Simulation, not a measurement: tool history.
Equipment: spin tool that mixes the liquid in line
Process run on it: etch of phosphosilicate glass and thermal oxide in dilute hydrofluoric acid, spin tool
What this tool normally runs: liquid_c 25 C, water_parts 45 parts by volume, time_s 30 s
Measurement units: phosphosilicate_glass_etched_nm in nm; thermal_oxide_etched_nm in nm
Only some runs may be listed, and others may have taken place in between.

run	hour	liquid_c	water_parts	time_s	read-back film thickness of the phosphosilicate glass reference wafer, read on the same gauge (nm)	read-back film thickness of the thermal oxide reference wafer, read on the same gauge (nm)	phosphosilicate_glass_etched_nm	thermal_oxide_etched_nm
1	0	25	50	30	29.98	39.991	61.08	2.734
2	14.1	25	45	30	30	39.974	67.7	3.043
3	26	25	30	30	30	39.982	104.76	4.715
4	36.9	25	45	30	30.01	39.987	67.28	3.053
5	53.8	25	45	30	29.98	39.993	68.37	3.018
6	64.2	25	45	30	30	40.027	66.54	3.048
7	71.8	25	45	30	29.99	39.975	67.54	3.033
8	81.5	29.5	45	45	30.01	39.99	122.14	5.397
9	93.5	25	45	30	30.01	39.997	66.86	3.009
10	105.2	25	45	20	30.01	40.003	45.25	1.991
11	113	25	45	30	29.94	40.011	66.97	3.03
12	121.2	25	45	30	30.02	39.974	67.15	2.99
13	136.2	27	45	35	30	40.018	84.77	3.786
14	150.6	25	45	30	30.02	40.017	77.82	3.514
15	158.1	25	45	30	29.95	40.031	79.05	3.492
16	175.1	21.5	40	15	30.02	40.039	37.87	1.714
17	190.6	25	45	30	30	39.991	78.83	3.489
18	198.3	25	45	30	30.02	40.032	78.51	3.468
19	205.2	20	50	30	30.01	40.027	56.3	2.543
20	218.4	29.5	35	30	30.03	40.015	122.26	5.445
21	229.9	25	35	30	30.03	39.989	102.03	4.515
22	248.4	22	40	50	30.01	40.021	129.47	5.766
23	265.8	28.5	40	15	30.02	39.989	50.32	2.236
24	272.5	21.5	45	25	29.99	40.021	55.78	2.501
25	284.1	20	60	25	30.02	40.009	38.31	1.7

Removed from this log: 3 entries logged between the listed runs. Between which two listed runs does each belong, and how does the tool's hidden state at the listed run before it compare with that at the listed run after it?
After run 4, before run 5: thermometer replaced (hour 52)
  hydrofluoric acid flow below the setpoint (%): 12.9 -> 13.1
  measured minus no-state result, phosphosilicate_glass_etched_nm: -10.63 -> -11.01 nm; thermal_oxide_etched_nm: -0.482 -> -0.486 nm
After run 8, before run 9: gauge calibrated (hour 81.9)
  hydrofluoric acid flow below the setpoint (%): 13.5 -> 13.6
  measured minus no-state result, phosphosilicate_glass_etched_nm: -20.51 -> -11.29 nm; thermal_oxide_etched_nm: -0.907 -> -0.508 nm
After run 13, before run 14: hydrofluoric acid flow meter replaced (hour 150.1)
  hydrofluoric acid flow below the setpoint (%): 14.2 -> 0.188
  measured minus no-state result, phosphosilicate_glass_etched_nm: -15.07 -> -0.14 nm; thermal_oxide_etched_nm: -0.673 -> -0.007 nm
